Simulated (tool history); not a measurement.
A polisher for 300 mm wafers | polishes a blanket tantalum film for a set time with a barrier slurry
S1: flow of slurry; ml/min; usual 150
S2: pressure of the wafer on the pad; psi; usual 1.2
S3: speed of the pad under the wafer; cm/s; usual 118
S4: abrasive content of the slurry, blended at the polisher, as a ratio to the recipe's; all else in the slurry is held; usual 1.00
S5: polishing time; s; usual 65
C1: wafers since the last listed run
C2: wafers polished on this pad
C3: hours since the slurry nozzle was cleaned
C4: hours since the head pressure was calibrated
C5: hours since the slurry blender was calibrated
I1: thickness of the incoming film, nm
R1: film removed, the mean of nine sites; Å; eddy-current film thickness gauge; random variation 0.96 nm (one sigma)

| run | hour | S1 | S2 | S3 | S4 | S5 | C1 | C2 | C3 | C4 | C5 | I1 | R1 |
|---|---|---|---|---|---|---|---|---|---|---|---|---|---|
| 1 | 0.0 | 150 | 1.2 | 118 | 1.00 | 65 | 0 | 521 | 565.6 | 273.4 | 169.3 | 278.6 | 846 |
|  | 33.5 | slurry nozzle cleaned |
| 2 | 38.9 | 150 | 1.2 | 118 | 1.00 | 65 | 318 | 840 | 5.4 | 312.3 | 208.2 | 274.0 | 834 |
| 3 | 94.4 | 150 | 1.2 | 118 | 1.00 | 65 | 466 | 1306 | 60.9 | 367.8 | 263.7 | 277.5 | 833 |
| 4 | 146.8 | 150 | 1.2 | 118 | 1.00 | 65 | 440 | 1747 | 113.3 | 420.2 | 316.1 | 276.2 | 818 |
| 5 | 191.7 | 150 | 1.2 | 118 | 1.00 | 65 | 377 | 2124 | 158.2 | 465.1 | 361.0 | 280.9 | 823 |
|  | 199.6 | slurry blender recalibrated |
| 6 | 259.0 | 150 | 1.2 | 100 | 1.00 | 65 | 548 | 2673 | 225.5 | 532.4 | 59.4 | 278.6 | 669 |
|  | 264.2 | worn pad replaced by a new one |
| 7 | 306.0 | 150 | 1.2 | 100 | 1.00 | 65 | 361 | 351 | 272.5 | 579.4 | 106.4 | 277.1 | 748 |
| 8 | 363.8 | 150 | 1.2 | 118 | 1.00 | 65 | 485 | 837 | 330.3 | 637.2 | 164.2 | 280.7 | 856 |
| 9 | 412.2 | 150 | 1.2 | 118 | 1.00 | 65 | 406 | 1244 | 378.7 | 685.6 | 212.6 | 281.7 | 809 |
| 10 | 436.9 | 150 | 1.2 | 118 | 1.00 | 65 | 207 | 1452 | 403.4 | 710.3 | 237.3 | 285.1 | 829 |
|  | 489.8 | slurry blender recalibrated |
| 11 | 490.2 | 150 | 1.2 | 118 | 1.00 | 65 | 431 | 1883 | 456.7 | 763.6 | 0.4 | 281.1 | 819 |
|  | 538.0 | worn pad replaced by a new one |
| 12 | 552.2 | 150 | 1.2 | 118 | 1.00 | 65 | 487 | 119 | 518.7 | 825.6 | 62.4 | 276.9 | 905 |
| 13 | 580.4 | 150 | 1.2 | 118 | 1.00 | 65 | 237 | 356 | 546.9 | 853.8 | 90.6 | 278.8 | 857 |
| 14 | 611.2 | 150 | 1.2 | 100 | 1.15 | 65 | 258 | 615 | 577.7 | 884.6 | 121.4 | 282.4 | 740 |
|  | 662.4 | slurry nozzle cleaned |
| 15 | 677.9 | 150 | 1.2 | 118 | 1.00 | 65 | 552 | 1167 | 15.5 | 951.3 | 188.1 | 282.4 | 837 |
| 16 | 748.0 | 150 | 1.2 | 118 | 1.00 | 65 | 589 | 1756 | 85.6 | 1021.4 | 258.2 | 280.5 | 825 |
| 17 | 784.0 | 150 | 1.2 | 118 | 1.00 | 65 | 302 | 2059 | 121.6 | 1057.4 | 294.2 | 278.5 | 826 |
|  | 826.9 | slurry blender recalibrated |
| 18 | 855.2 | 105 | 1.6 | 156 | 1.00 | 73 | 581 | 2641 | 192.8 | 1128.6 | 28.3 | 282.8 | 1378 |
|  | 887.9 | worn pad replaced by a new one |
| 19 | 986.1 | 115 | 1.2 | 118 | 1.00 | 82 | 1066 | 825 | 323.7 | 1259.5 | 159.2 | 281.4 | 996 |
| 20 | 1021.6 | 175 | 1.2 | 156 | 1.00 | 65 | 298 | 1123 | 359.2 | 1295.0 | 194.7 | 277.5 | 1106 |
|  | 1050.5 | head pressure recalibrated |
| 21 | 1091.8 | 150 | 1.0 | 118 | 1.00 | 65 | 573 | 1697 | 429.4 | 41.3 | 264.9 | 275.4 | 713 |
| 22 | 1124.3 | 150 | 1.2 | 118 | 1.00 | 65 | 273 | 1970 | 461.9 | 73.8 | 297.4 | 277.2 | 810 |
|  | 1170.8 | slurry blender recalibrated |
|  | 1175.0 | slurry nozzle cleaned |
| 23 | 1175.5 | 150 | 1.0 | 118 | 1.25 | 65 | 405 | 2375 | 0.5 | 125.0 | 4.7 | 278.3 | 750 |
|  | 1184.7 | worn pad replaced by a new one |
| 24 | 1213.7 | 150 | 1.2 | 118 | 1.00 | 65 | 287 | 243 | 38.7 | 163.2 | 42.9 | 277.7 | 889 |

Forecast run 25:
| 25 | 1282.8 | 150 | 1.6 | 144 | 1.00 | 65 | 580 | 824 | 107.8 | 232.3 | 112.0 | 280.3 | ? |

{"run 25": {"R1": 1265}}
Without the tool's hidden state the same run would have given R1 1368 Å.
